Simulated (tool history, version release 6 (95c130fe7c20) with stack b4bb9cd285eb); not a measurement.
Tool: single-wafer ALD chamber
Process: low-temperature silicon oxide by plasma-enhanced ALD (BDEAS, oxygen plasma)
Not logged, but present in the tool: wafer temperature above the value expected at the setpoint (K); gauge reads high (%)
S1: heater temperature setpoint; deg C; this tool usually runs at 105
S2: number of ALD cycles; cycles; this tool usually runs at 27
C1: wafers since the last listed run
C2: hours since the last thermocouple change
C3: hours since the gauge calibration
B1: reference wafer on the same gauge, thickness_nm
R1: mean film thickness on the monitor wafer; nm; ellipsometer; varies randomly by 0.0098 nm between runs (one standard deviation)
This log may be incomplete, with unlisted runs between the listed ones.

run 1 hour=0 | S1=113 S2=27 | C1=0 C2=2972.8 C3=168.6 | B1=3.78 | R1=3.856
run 2 hour=15.2 | S1=105 S2=31 | C1=190 C2=2988 C3=183.8 | B1=3.782 | R1=4.497
-- hour=17.6 gauge calibrated
run 3 hour=27.5 | S1=105 S2=31 | C1=154 C2=3000.3 C3=9.9 | B1=3.78 | R1=4.494
run 4 hour=58.1 | S1=105 S2=27 | C1=383 C2=3030.9 C3=40.5 | B1=3.779 | R1=3.929
run 5 hour=72 | S1=105 S2=29 | C1=174 C2=3044.8 C3=54.4 | B1=3.778 | R1=4.189
run 6 hour=84.6 | S1=105 S2=29 | C1=157 C2=3057.4 C3=67 | B1=3.778 | R1=4.208
run 7 hour=94.8 | S1=105 S2=29 | C1=127 C2=3067.6 C3=77.2 | B1=3.781 | R1=4.224
run 8 hour=101.2 | S1=102 S2=27 | C1=80 C2=3074 C3=83.6 | B1=3.781 | R1=3.962
-- hour=122.9 thermocouple changed; heater temperature recalibrated
run 9 hour=123.4 | S1=102 S2=27 | C1=177 C2=0.5 C3=105.8 | B1=3.781 | R1=3.93
run 10 hour=131 | S1=105 S2=24 | C1=95 C2=8.1 C3=113.4 | B1=3.782 | R1=3.484
run 11 hour=140.2 | S1=112 S2=25 | C1=115 C2=17.3 C3=122.6 | B1=3.779 | R1=3.56
run 12 hour=154.3 | S1=105 S2=27 | C1=176 C2=31.4 C3=136.7 | B1=3.779 | R1=3.899
run 13 hour=168.5 | S1=119 S2=25 | C1=177 C2=45.6 C3=150.9 | B1=3.779 | R1=3.514
-- hour=173.1 gauge calibrated
run 14 hour=184.2 | S1=99 S2=31 | C1=196 C2=61.3 C3=11.1 | B1=3.779 | R1=4.561
run 15 hour=192.6 | S1=95 S2=29 | C1=105 C2=69.7 C3=19.5 | B1=3.781 | R1=4.345
run 16 hour=200.9 | S1=99 S2=22 | C1=103 C2=78 C3=27.8 | B1=3.781 | R1=3.249
run 17 hour=208.2 | S1=101 S2=32 | C1=91 C2=85.3 C3=35.1 | B1=3.783 | R1=4.662
run 18 hour=224.7 | S1=99 S2=27 | C1=206 C2=101.8 C3=51.6 | B1=3.78 | R1=3.98
run 19 hour=232.1 | S1=99 S2=31 | C1=92 C2=109.2 C3=59 | B1=3.779 | R1=4.568

The next listed run, before its measurement:
run 20 hour=241.8 | S1=105 S2=27 | C1=121 C2=118.9 C3=68.7 | B1=? | R1=?

{"run 20": {"B1": 3.779, "R1": 3.928}}
If the tool had no hidden condition, the same run with the same run-to-run variation would have returned R1 3.928 nm.
